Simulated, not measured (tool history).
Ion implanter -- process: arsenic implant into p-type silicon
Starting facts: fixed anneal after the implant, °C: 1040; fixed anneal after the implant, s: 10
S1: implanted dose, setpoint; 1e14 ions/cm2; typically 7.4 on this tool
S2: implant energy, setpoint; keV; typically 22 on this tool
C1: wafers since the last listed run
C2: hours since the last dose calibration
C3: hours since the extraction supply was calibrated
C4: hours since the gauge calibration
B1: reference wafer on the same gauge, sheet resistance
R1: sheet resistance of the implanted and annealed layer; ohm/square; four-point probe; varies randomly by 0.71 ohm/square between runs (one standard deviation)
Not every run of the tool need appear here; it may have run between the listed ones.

| run | day | S1 | S2 | C1 | C2 | C3 | C4 | B1 | R1 |
|---|---|---|---|---|---|---|---|---|---|
| 1 | 0 | 8.93 | 22 | 0 | 1392.6 | 4576.8 | 1192.5 | 119.2 | 125.84 |
| 2 | 1.629 | 7.4 | 22 | 312 | 1431.7 | 4615.9 | 1231.6 | 119.22 | 142.44 |
| 3 | 4.825 | 7.4 | 22 | 612 | 1508.4 | 4692.6 | 1308.3 | 119.19 | 142.15 |
| 4 | 6.712 | 7.4 | 17.5 | 361 | 1553.7 | 4737.9 | 1353.6 | 119.09 | 146.98 |
| 5 | 10.258 | 7.4 | 17.5 | 679 | 1638.8 | 4823 | 1438.7 | 118.8 | 147.24 |
| 6 | 13.083 | 9.15 | 23.5 | 541 | 1706.6 | 4890.8 | 1506.5 | 118.99 | 120.4 |
| 7 | 17.371 | 9.15 | 23.5 | 821 | 1809.5 | 4993.7 | 1609.4 | 118.84 | 121.5 |
| 8 | 19.246 | 9.15 | 23.5 | 359 | 1854.5 | 5038.7 | 1654.4 | 119.25 | 121.71 |
| 9 | 23.375 | 7.4 | 22 | 791 | 1953.6 | 5137.8 | 1753.5 | 119.26 | 142.28 |
| 10 | 27.092 | 7.4 | 22 | 712 | 2042.8 | 5227 | 1842.7 | 119.06 | 141.61 |
| 11 | 29.821 | 7.4 | 22 | 522 | 2108.3 | 5292.5 | 1908.2 | 118.87 | 140.7 |
|  | 36.721 | Faraday cup replaced and dose calibrated |
| 12 | 36.808 | 8.57 | 27 | 1274 | 2.1 | 5460.2 | 2075.9 | 119.18 | 126.01 |
| 13 | 41.229 | 8.57 | 27 | 846 | 108.2 | 5566.3 | 2182 | 119.11 | 126.28 |
| 14 | 47.396 | 8.57 | 27 | 1181 | 256.2 | 5714.3 | 2330 | 119.07 | 125.46 |
| 15 | 49.183 | 5.94 | 25.5 | 342 | 299.1 | 5757.2 | 2372.9 | 118.94 | 165.55 |
| 16 | 51.954 | 7.4 | 16 | 530 | 365.6 | 5823.7 | 2439.4 | 118.89 | 152.23 |
| 17 | 55.508 | 8.02 | 24 | 680 | 450.9 | 5909 | 2524.7 | 118.9 | 134.08 |
|  | 56.854 | gauge calibrated |
|  | 59.517 | extraction supply calibrated |
| 18 | 59.975 | 7.4 | 22 | 791 | 558.1 | 11 | 74.9 | 118.98 | 143.57 |
| 19 | 64.442 | 7.4 | 17.5 | 855 | 665.3 | 118.2 | 182.1 | 118.96 | 149 |
| 20 | 67.712 | 7.4 | 22 | 626 | 743.8 | 196.7 | 260.6 | 118.79 | 142.93 |
| 21 | 70.788 | 9.45 | 27 | 589 | 817.6 | 270.5 | 334.4 | 118.81 | 116.77 |
| 22 | 73.2 | 8.1 | 26 | 462 | 875.5 | 328.4 | 392.3 | 118.83 | 131.48 |
| 23 | 77.225 | 8.27 | 20 | 771 | 972.1 | 425 | 488.9 | 119.17 | 135.76 |
| 24 | 80.229 | 9.39 | 22 | 575 | 1044.2 | 497.1 | 561 | 118.93 | 123.12 |
| 25 | 83.604 | 8.74 | 19.5 | 646 | 1125.2 | 578.1 | 642 | 118.89 | 130.49 |
| 26 | 85.954 | 7.4 | 22 | 450 | 1181.6 | 634.5 | 698.4 | 118.89 | 142.65 |
| 27 | 89.688 | 5.47 | 22 | 715 | 1271.2 | 724.1 | 788 | 118.88 | 176.17 |
| 28 | 91.504 | 7.98 | 26 | 348 | 1314.8 | 767.7 | 831.6 | 119.05 | 131.12 |

3 options for the next run, each taken on its own from the tool as it stands now. Forecast them:
| A | 91.521 | 8.79 | 22 | 3 | 1315.2 | 768.1 | 832 | ? | ? |
| B | 91.521 | 8.39 | 28 | 3 | 1315.2 | 768.1 | 832 | ? | ? |
| C | 91.521 | 7.4 | 29.5 | 3 | 1315.2 | 768.1 | 832 | ? | ? |

| run | B1 | R1 |
|---|---|---|
| A | 119.09 | 126.69 |
| B | 119.09 | 124.47 |
| C | 119.09 | 134.34 |
What these runs would have given with no unlogged condition in the tool:
| run | R1 |
|---|---|
| A | 129.36 |
| B | 127.28 |
| C | 137.54 |

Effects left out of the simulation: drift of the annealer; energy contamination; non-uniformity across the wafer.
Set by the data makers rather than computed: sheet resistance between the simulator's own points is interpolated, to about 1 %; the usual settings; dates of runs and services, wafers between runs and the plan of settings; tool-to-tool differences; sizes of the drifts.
